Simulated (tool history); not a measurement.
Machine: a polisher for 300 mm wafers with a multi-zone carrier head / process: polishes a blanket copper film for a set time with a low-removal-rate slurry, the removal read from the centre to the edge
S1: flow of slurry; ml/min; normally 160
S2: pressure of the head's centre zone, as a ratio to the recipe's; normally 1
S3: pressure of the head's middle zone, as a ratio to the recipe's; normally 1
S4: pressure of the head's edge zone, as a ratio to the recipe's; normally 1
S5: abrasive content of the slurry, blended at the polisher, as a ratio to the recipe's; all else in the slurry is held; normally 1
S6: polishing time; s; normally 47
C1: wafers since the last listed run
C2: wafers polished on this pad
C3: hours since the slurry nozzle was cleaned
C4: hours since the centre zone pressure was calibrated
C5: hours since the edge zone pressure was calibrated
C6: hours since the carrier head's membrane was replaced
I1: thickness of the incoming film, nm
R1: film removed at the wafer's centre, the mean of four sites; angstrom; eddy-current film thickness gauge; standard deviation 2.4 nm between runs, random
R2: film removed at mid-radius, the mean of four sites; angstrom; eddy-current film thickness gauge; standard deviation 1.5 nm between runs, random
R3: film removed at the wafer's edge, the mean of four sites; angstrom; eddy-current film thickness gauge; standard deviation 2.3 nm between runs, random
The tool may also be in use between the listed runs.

run	hour	S1	S2	S3	S4	S5	S6	C1	C2	C3	C4	C5	C6	I1	R1	R2	R3
1	0	160	1	1	1	1	47	0	478	543.5	438.5	305.9	1640.4	1503.5	1531	1520	1575
2	16.1	160	1	1	1	1	47	115	594	559.6	454.6	322	1656.5	1478.7	1486	1522	1580
3	33.8	160	1	1	1	1	47	126	720	577.3	472.3	339.7	1674.2	1483.8	1479	1521	1602
4	63.3	160	1	1	1	1	47	210	931	606.8	501.8	369.2	1703.7	1501.3	1465	1505	1580
5	90.4	160	1	1	1	1	47	193	1125	633.9	528.9	396.3	1730.8	1490.8	1445	1524	1569
# hour 120.4: worn pad replaced by a new one
6	124.6	160	1	1	1	1	47	215	29	668.1	563.1	430.5	1765	1492.8	1446	1523	1576
7	147.6	160	1	1	1	1	47	164	194	691.1	586.1	453.5	1788	1459.9	1436	1503	1577
8	173.3	160	1	1	1.06	1	47	183	378	716.8	611.8	479.2	1813.7	1496.5	1439	1475	1653
# hour 203: carrier head's membrane replaced by a new one
9	208.2	160	1	1	1.06	1	47	213	592	751.7	646.7	514.1	5.2	1500.8	1432	1507	1586
10	223.2	160	0.88	1	1	1.15	39	107	699	766.7	661.7	529.1	20.2	1472.9	1085	1268	1301
# hour 249.3: edge zone pressure recalibrated
11	253.6	160	1	1	1	1	47	203	902	797.1	692.1	4.3	50.6	1481.8	1417	1506	1569
12	266.7	185	1	0.91	1	1	47	93	996	810.2	705.2	17.4	63.7	1488.3	1536	1440	1629
# hour 276: centre zone pressure recalibrated
13	280.6	160	1	1	1	1	47	85	1081	824.1	4.6	31.3	77.6	1496.6	1434	1483	1540
# hour 295.5: slurry nozzle cleaned
14	309.2	160	1	1	1.04	1	39	197	1278	13.7	33.2	59.9	106.2	1492.8	1409	1425	1439
# hour 317.4: worn pad replaced by a new one
15	337.7	125	1	1	1	0.9	36	175	145	42.2	61.7	88.4	134.7	1498.1	1175	1201	1236
16	368.9	160	1	1	1	1	47	223	368	73.4	92.9	119.6	165.9	1475.8	1652	1692	1694
17	389.3	160	1	1	1	1	47	145	514	93.8	113.3	140	186.3	1464.8	1640	1677	1688
18	406.2	160	1	1	1.07	1.2	47	120	635	110.7	130.2	156.9	203.2	1506	1655	1707	1812
19	422.9	115	1	1.08	0.92	1	47	119	754	127.4	146.9	173.6	219.9	1461.3	1447	1596	1526

Consider 5 possible next runs. They are alternatives, not a sequence: every one starts from the tool as it was left by run 19. What does each give?
A	423.3	160	1	1	1	1	47	2	757	127.8	147.3	174	220.3	1459.6	?	?	?
B	423.3	160	1	1	1	1	41	2	757	127.8	147.3	174	220.3	1459.6	?	?	?
C	423.3	160	1	1	0.89	1.1	53	2	757	127.8	147.3	174	220.3	1459.6	?	?	?
D	423.3	120	1.11	1	0.9	1	54	2	757	127.8	147.3	174	220.3	1459.6	?	?	?
E	423.3	160	1.08	1	1	1	57	2	757	127.8	147.3	174	220.3	1459.6	?	?	?

run	R1	R2	R3
A	1644	1669	1643
B	1434	1456	1433
C	1884	1913	1783
D	1912	1768	1699
E	2154	2023	1992
What these runs would have given with no unlogged condition in the tool:
run	R1	R2	R3
A	1714	1732	1687
B	1495	1511	1472
C	1964	1985	1831
D	2026	1859	1758
E	2246	2099	2046
